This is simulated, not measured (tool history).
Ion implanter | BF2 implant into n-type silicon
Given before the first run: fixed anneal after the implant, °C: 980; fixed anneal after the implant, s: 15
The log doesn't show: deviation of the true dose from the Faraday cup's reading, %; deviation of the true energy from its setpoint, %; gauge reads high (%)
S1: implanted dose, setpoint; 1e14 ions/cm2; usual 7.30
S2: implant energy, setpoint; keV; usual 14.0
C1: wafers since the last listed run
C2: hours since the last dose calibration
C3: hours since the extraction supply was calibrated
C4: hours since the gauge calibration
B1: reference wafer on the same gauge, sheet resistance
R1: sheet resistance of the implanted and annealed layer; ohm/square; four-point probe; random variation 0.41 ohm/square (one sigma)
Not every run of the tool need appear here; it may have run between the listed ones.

run,hour,S1,S2,C1,C2,C3,C4,B1,R1
1,0.0,7.30,14.0,0,911.3,4957.9,46.4,292.38,272.20
2,9.7,7.30,14.0,228,921.0,4967.6,56.1,292.42,272.09
3,26.2,7.30,14.0,389,937.5,4984.1,72.6,292.30,272.14
4,33.0,7.30,14.0,160,944.3,4990.9,79.4,292.07,271.54
5,42.7,7.30,14.0,228,954.0,5000.6,89.1,292.05,272.33
6,52.4,7.30,14.0,228,963.7,5010.3,98.8,291.84,271.83
7,61.0,7.30,14.0,202,972.3,5018.9,107.4,291.78,271.41
8,75.2,7.30,14.0,334,986.5,5033.1,121.6,291.59,271.62
9,87.7,7.30,10.0,294,999.0,5045.6,134.1,291.33,312.14
10,95.7,7.30,10.0,188,1007.0,5053.6,142.1,291.28,311.22
11,112.3,7.30,15.5,391,1023.6,5070.2,158.7,291.17,260.25
12,125.5,7.30,14.0,311,1036.8,5083.4,171.9,291.10,271.06
# hour 126.0: gauge calibrated
13,142.3,6.34,14.0,396,1053.6,5100.2,16.3,292.60,282.31
# hour 159.2: Faraday cup replaced and dose calibrated
14,159.7,7.30,18.5,221,0.5,5117.6,33.7,292.49,240.59
15,165.9,5.46,11.5,146,6.7,5123.8,39.9,292.33,318.56
16,172.8,9.15,18.5,162,13.6,5130.7,46.8,292.30,229.03
17,179.5,7.93,10.5,158,20.3,5137.4,53.5,292.29,302.04
# hour 196.2: extraction supply calibrated
18,196.7,8.91,16.0,216,37.5,0.5,70.7,292.03,246.48
19,203.6,7.30,16.0,162,44.4,7.4,77.6,291.89,256.59
20,221.0,6.03,14.0,410,61.8,24.8,95.0,291.81,284.29
21,236.9,6.28,11.5,375,77.7,40.7,110.9,291.55,304.95
22,248.2,7.30,14.0,266,89.0,52.0,122.2,291.39,271.21
23,262.2,6.30,9.5,330,103.0,66.0,136.2,291.24,327.91
24,274.0,7.30,14.0,278,114.8,77.8,148.0,291.14,270.88
# hour 276.5: gauge calibrated
25,285.8,7.30,14.0,278,126.6,89.6,9.3,292.71,272.50
26,294.2,9.37,10.0,198,135.0,98.0,17.7,292.47,300.82
27,307.1,7.30,14.0,304,147.9,110.9,30.6,292.35,272.64

Here are 3 independent what-if runs from the current tool condition. What would each one return?
A,307.5,5.97,14.0,9,148.3,111.3,31.0,?,?
B,307.5,5.42,16.5,9,148.3,111.3,31.0,?,?
C,307.5,9.26,17.5,9,148.3,111.3,31.0,?,?

run,B1,R1
A,292.43,285.81
B,292.43,276.85
C,292.43,234.11
Had the tool no hidden state, the same runs would have come out as:
run,R1
A,286.45
B,277.47
C,234.63

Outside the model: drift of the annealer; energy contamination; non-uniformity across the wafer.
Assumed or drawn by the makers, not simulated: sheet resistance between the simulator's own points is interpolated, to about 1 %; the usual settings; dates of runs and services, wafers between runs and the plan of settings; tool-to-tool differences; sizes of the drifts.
